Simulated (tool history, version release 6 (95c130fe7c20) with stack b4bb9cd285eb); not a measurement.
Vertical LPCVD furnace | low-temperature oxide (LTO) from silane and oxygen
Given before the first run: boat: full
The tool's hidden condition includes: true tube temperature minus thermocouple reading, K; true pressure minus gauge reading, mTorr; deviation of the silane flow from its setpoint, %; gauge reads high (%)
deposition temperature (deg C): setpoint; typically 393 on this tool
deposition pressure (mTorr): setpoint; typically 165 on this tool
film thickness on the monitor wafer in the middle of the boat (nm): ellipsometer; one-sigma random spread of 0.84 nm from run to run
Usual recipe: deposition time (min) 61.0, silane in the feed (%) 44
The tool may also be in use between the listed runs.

run,hour,deposition temperature (deg C),deposition pressure (mTorr),deposition time (min),silane in the feed (%),wafers since the last listed run,hours since the last temperature calibration,hours since the pressure gauge was zeroed,hours since the silane flow controller was replaced,hours since the gauge calibration,"read-back reference wafer on the same gauge, thickness",film thickness on the monitor wafer in the middle of the boat (nm)
1,0.0,393,180,61.0,44,0,2161.5,3132.3,4362.6,14.1,332.49,448.93
2,15.5,393,180,61.0,44,339,2177.0,3147.8,4378.1,29.6,333.20,450.54
3,31.7,393,190,61.0,44,354,2193.2,3164.0,4394.3,45.8,333.80,476.99
4,52.1,393,190,61.0,44,446,2213.6,3184.4,4414.7,66.2,334.23,476.96
5,103.2,393,165,61.0,44,1118,2264.7,3235.5,4465.8,117.3,335.40,415.81
6,116.3,393,165,61.0,44,286,2277.8,3248.6,4478.9,130.4,335.66,416.57
7,135.9,393,165,61.0,44,428,2297.4,3268.2,4498.5,150.0,335.58,417.36
# hour 208.4: silane flow controller replaced
# hour 229.0: thermocouples replaced and temperature profile calibrated
8,230.1,393,165,61.0,44,1086,1.1,3362.4,21.7,244.2,336.78,417.32
9,245.5,393,165,61.0,44,336,16.5,3377.8,37.1,259.6,336.80,418.36
10,278.7,393,165,61.0,44,726,49.7,3411.0,70.3,292.8,337.12,419.00
11,300.0,393,145,61.0,44,466,71.0,3432.3,91.6,314.1,336.85,367.63
# hour 334.7: pressure gauge zeroed
12,335.2,399,165,69.0,36,245,106.2,0.5,126.8,349.3,337.11,397.30
# hour 347.8: gauge calibrated
13,349.3,381,185,41.5,44,308,120.3,14.6,140.9,1.5,332.73,274.98
14,384.2,393,165,61.0,44,763,155.2,49.5,175.8,36.4,333.79,415.21
15,402.6,393,175,61.0,48,402,173.6,67.9,194.2,54.8,334.26,481.66
16,436.1,393,175,61.0,50,733,207.1,101.4,227.7,88.3,335.12,500.05
17,457.1,393,165,61.0,44,459,228.1,122.4,248.7,109.3,335.50,417.82
18,489.7,404,165,61.0,44,713,260.7,155.0,281.3,141.9,336.00,469.25
19,511.6,397,165,41.0,44,479,282.6,176.9,303.2,163.8,336.69,292.26

What the log doesn't show, run by run:
true tube temperature minus thermocouple reading, K: 0 at every run
true pressure minus gauge reading, mTorr: 0 at every run
deviation of the silane flow from its setpoint, %: 0 at every run
H1: gauge reads high (%)
run,H1
1,0.226
2,0.39
3,0.541
4,0.705
5,1.01
6,1.07
7,1.15
8,1.4
9,1.43
10,1.47
11,1.5
12,1.53
13,0.207
14,0.586
15,0.747
16,0.985
17,1.1
18,1.25
19,1.33
